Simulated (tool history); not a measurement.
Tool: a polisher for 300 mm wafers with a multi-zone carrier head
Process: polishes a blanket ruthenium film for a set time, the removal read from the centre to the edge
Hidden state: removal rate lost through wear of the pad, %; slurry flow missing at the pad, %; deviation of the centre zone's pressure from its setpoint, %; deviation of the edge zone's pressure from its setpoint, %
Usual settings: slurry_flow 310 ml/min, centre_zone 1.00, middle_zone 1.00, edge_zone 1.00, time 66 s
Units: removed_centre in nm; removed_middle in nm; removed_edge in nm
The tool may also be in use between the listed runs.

run    hour  slurry_flow  centre_zone  middle_zone  edge_zone  time  wafers since the last listed run  wafers polished on this pad  hours since the slurry nozzle was cleaned  hours since the centre zone pressure was calibrated  hours since the edge zone pressure was calibrated  hours since the carrier head's membrane was replaced  incoming thickness of the incoming film, nm  removed_centre  removed_middle  removed_edge
  1     0.0          270         1.00         1.00       1.00    73                                 0                         1081                                      405.1                                                469.8                                              328.3                                                1551.9                                        342.6           131.4           132.8         132.6
  2    52.6          270         1.00         1.00       1.00    73                               631                         1713                                      457.7                                                522.4                                              380.9                                                1604.5                                        337.5           130.5           133.0         130.9
       69.0  -- edge zone pressure recalibrated
      143.1  -- slurry nozzle cleaned
      156.0  -- carrier head's membrane replaced by a new one
      180.0  -- worn pad replaced by a new one
  3   209.6          275         1.00         1.04       1.00    66                              1741                          355                                       66.5                                                679.4                                              140.6                                                  53.6                                        335.6           118.2           126.4         121.1
  4   274.2          275         1.00         1.04       1.00    66                               775                         1131                                      131.1                                                744.0                                              205.2                                                 118.2                                        344.5           116.5           125.5         120.4
  5   320.3          275         1.00         1.04       1.00    66                               553                         1685                                      177.2                                                790.1                                              251.3                                                 164.3                                        337.8           115.1           123.4         117.5
  6   366.9          310         1.00         1.00       0.94    66                               559                         2245                                      223.8                                                836.7                                              297.9                                                 210.9                                        336.7           112.9           118.3         113.1
  7   416.8          310         0.94         1.00       1.00    66                               599                         2844                                      273.7                                                886.6                                              347.8                                                 260.8                                        339.6           101.5           115.5         114.8
      449.6  -- worn pad replaced by a new one
  8   471.3          310         0.95         1.00       1.00    66                               606                          260                                      328.2                                                941.1                                              402.3                                                 315.3                                        341.5           113.3           125.0         124.4
  9   495.9          250         1.00         1.00       1.00    66                               295                          556                                      352.8                                                965.7                                              426.9                                                 339.9                                        338.9           113.5           123.3         120.7
      508.4  -- edge zone pressure recalibrated
 10   522.1          310         1.00         1.00       1.00    66                               290                          846                                      379.0                                                991.9                                               13.7                                                 366.1                                        341.8           112.5           123.8         121.5
      544.3  -- centre zone pressure recalibrated
      564.0  -- slurry nozzle cleaned
 11   671.3          395         0.95         1.00       1.09    66                              1755                         2602                                      107.3                                                127.0                                              162.9                                                 515.3                                        335.4           112.4           120.7         121.3
 12   697.6          275         1.08         1.00       1.06    76                               315                         2918                                      133.6                                                153.3                                              189.2                                                 541.6                                        343.0           139.4           133.2         137.2
      724.5  -- worn pad replaced by a new one
 13   747.7          310         0.89         0.97       1.04    78                               553                          278                                      183.7                                                203.4                                              239.3                                                 591.7                                        342.2           129.3           142.2         145.8
 14   771.8          210         0.96         1.00       1.00    79                               289                          568                                      207.8                                                227.5                                              263.4                                                 615.8                                        341.1           133.9           143.8         143.9
 15   843.3          220         1.00         1.00       1.00    53                               858                         1427                                      279.3                                                299.0                                              334.9                                                 687.3                                        342.7            93.6            95.7          94.4
      853.8  -- edge zone pressure recalibrated
 16   881.3          250         1.00         1.00       1.00    66                               432                         1859                                      317.3                                                337.0                                               27.5                                                 725.3                                        340.6           116.9           117.7         118.5
 17   921.0          310         1.00         0.90       1.00    66                               476                         2336                                      357.0                                                376.7                                               67.2                                                 765.0                                        333.4           116.0           109.2         115.1
     1016.0  -- worn pad replaced by a new one
 18  1016.5          405         1.04         0.89       1.00    59                              1098                            6                                      452.5                                                472.2                                              162.7                                                 860.5                                        341.1           114.9           103.7         111.4
 19  1057.9          310         1.00         1.00       1.00    66                               497                          503                                      493.9                                                513.6                                              204.1                                                 901.9                                        340.9           120.2           123.6         119.6
     1084.9  -- slurry nozzle cleaned
 20  1118.6          205         1.00         1.00       1.00    66                               716                         1220                                       33.7                                                574.3                                              264.8                                                 962.6                                        346.3           113.5           119.1         117.9
 21  1155.5          310         1.00         1.00       1.00    66                               443                         1663                                       70.6                                                611.2                                              301.7                                                 999.5                                        342.9           116.1           121.4         120.9

What the log doesn't show, run by run:
slurry flow missing at the pad, %: 0 in every run
deviation of the edge zone's pressure from its setpoint, %: 0 in every run
H1: removal rate lost through wear of the pad, %
H2: deviation of the centre zone's pressure from its setpoint, %
run     H1      H2
  1   2.13  -0.929
  2   3.59   -1.43
  3      2   -3.22
  4   2.96    -4.1
  5   4.25   -4.77
  6   6.07   -5.49
  7   8.59   -6.31
  8  0.473   -7.25
  9  0.672    -7.7
 10   1.04   -8.19
 11   6.28  -0.927
 12   7.75  -0.997
 13   1.44   -1.17
 14   1.65   -1.27
 15   3.06   -1.62
 16   4.31   -1.85
 17   5.99   -2.12
 18  0.836   -2.89
 19   1.05   -3.28
 20   2.09   -3.91
 21   3.16   -4.33

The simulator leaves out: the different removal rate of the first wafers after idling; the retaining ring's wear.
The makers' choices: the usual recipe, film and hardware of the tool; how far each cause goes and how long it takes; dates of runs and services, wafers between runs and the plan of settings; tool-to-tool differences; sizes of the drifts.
